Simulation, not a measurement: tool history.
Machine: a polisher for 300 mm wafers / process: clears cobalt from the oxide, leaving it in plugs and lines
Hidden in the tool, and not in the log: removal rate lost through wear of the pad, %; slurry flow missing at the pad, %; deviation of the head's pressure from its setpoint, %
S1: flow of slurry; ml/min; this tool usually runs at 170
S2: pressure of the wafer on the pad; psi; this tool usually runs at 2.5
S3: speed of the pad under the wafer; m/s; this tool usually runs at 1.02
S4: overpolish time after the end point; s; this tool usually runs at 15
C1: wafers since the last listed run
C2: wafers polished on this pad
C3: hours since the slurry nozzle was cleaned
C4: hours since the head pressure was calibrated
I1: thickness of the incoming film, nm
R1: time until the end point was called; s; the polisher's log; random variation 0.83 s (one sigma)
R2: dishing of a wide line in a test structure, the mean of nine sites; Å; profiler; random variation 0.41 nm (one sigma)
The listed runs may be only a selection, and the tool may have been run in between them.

run	day	S1	S2	S3	S4	C1	C2	C3	C4	I1	R1	R2
1	0.000	170	2.5	1.02	15	0	2690	28.0	1183.6	367.1	52.1	316
# day 2.529: head pressure recalibrated
# day 3.617: worn pad replaced by a new one
2	3.638	170	2.5	1.02	15	745	4	115.3	26.6	374.7	48.8	311
3	6.358	170	3.1	1.02	15	598	602	180.6	91.9	369.1	39.4	325
4	7.879	125	2.5	0.76	15	334	937	217.1	128.4	367.7	68.9	290
5	9.783	170	2.5	1.02	15	418	1356	262.8	174.1	373.4	50.8	321
6	11.500	170	2.5	1.02	15	377	1734	304.0	215.3	375.6	50.7	312
7	14.550	170	2.5	1.02	15	671	2405	377.2	288.5	369.3	51.5	313
8	17.833	170	2.5	1.02	15	722	3127	456.0	367.3	363.5	50.9	307
# day 19.817: worn pad replaced by a new one
9	21.792	170	2.5	1.02	15	834	434	551.0	462.3	366.9	48.1	315
10	25.408	170	2.9	1.02	15	795	1229	637.8	549.1	373.1	44.2	320
# day 25.779: slurry nozzle cleaned
11	29.075	170	2.9	1.02	15	797	2027	79.1	637.1	373.0	43.0	317
12	30.733	170	2.5	1.02	15	364	2392	118.9	676.9	369.9	49.4	317
13	34.858	170	2.5	1.02	15	907	3299	217.9	775.9	365.0	51.7	310
14	37.767	170	2.5	1.02	15	639	3939	287.7	845.7	369.4	52.6	312
15	39.371	170	2.5	1.02	15	352	4292	326.2	884.2	377.1	55.6	308
# day 39.654: worn pad replaced by a new one
16	42.783	150	3.1	1.28	21	714	688	408.1	966.1	370.8	31.9	328
# day 45.096: head pressure recalibrated
17	46.367	170	2.5	1.02	15	770	1458	494.1	30.5	366.0	50.4	314
18	49.042	170	2.5	1.02	15	588	2046	558.3	94.7	365.2	49.7	311
19	50.604	140	2.5	1.02	9	343	2390	595.8	132.2	374.4	54.5	265
20	52.792	170	2.5	1.02	11	481	2871	648.3	184.7	369.4	53.0	286
# day 53.838: slurry nozzle cleaned
21	55.138	170	1.7	0.78	17	506	3378	31.2	241.0	367.4	101.2	272
# day 56.112: worn pad replaced by a new one
22	58.525	170	2.5	1.34	11	708	530	112.5	322.3	371.6	38.3	313
23	62.358	170	2.5	1.02	15	843	1374	204.5	414.3	370.1	49.6	317
24	64.175	170	2.5	1.02	15	399	1773	248.1	457.9	375.7	50.5	314
25	67.942	170	1.6	1.18	15	828	2602	338.5	548.3	369.6	72.9	289
26	70.804	170	2.5	1.02	15	629	3232	407.2	617.0	369.5	52.3	304
# day 75.054: worn pad replaced by a new one
27	75.288	115	1.7	1.12	18	949	50	514.8	724.6	371.1	69.7	309
28	78.883	200	2.0	1.02	15	791	842	601.1	810.9	365.5	59.4	306
29	82.508	120	3.1	1.02	19	797	1639	688.1	897.9	375.1	44.0	328
# day 84.046: slurry nozzle cleaned
30	86.408	135	3.2	0.78	12	848	2488	56.7	991.5	366.6	54.4	294
31	89.500	115	1.7	1.12	18	680	3168	130.9	1065.7	368.5	75.0	297

What was the tool's hidden state at every run in the log?
slurry flow missing at the pad, %: 0 in every run
deviation of the head's pressure from its setpoint, %: 0 in every run
H1: removal rate lost through wear of the pad, %
run	H1
1	8.19
2	1.41
3	3.12
4	4.07
5	5.27
6	6.35
7	8.27
8	10.3
9	1.36
10	3.63
11	5.94
12	6.98
13	9.57
14	11.4
15	12.4
16	4.17
17	6.42
18	8.1
19	9.08
20	10.5
21	11.9
22	2.33
23	4.74
24	5.88
25	8.25
26	10
27	0.746
28	3.01
29	5.28
30	7.73
31	9.68
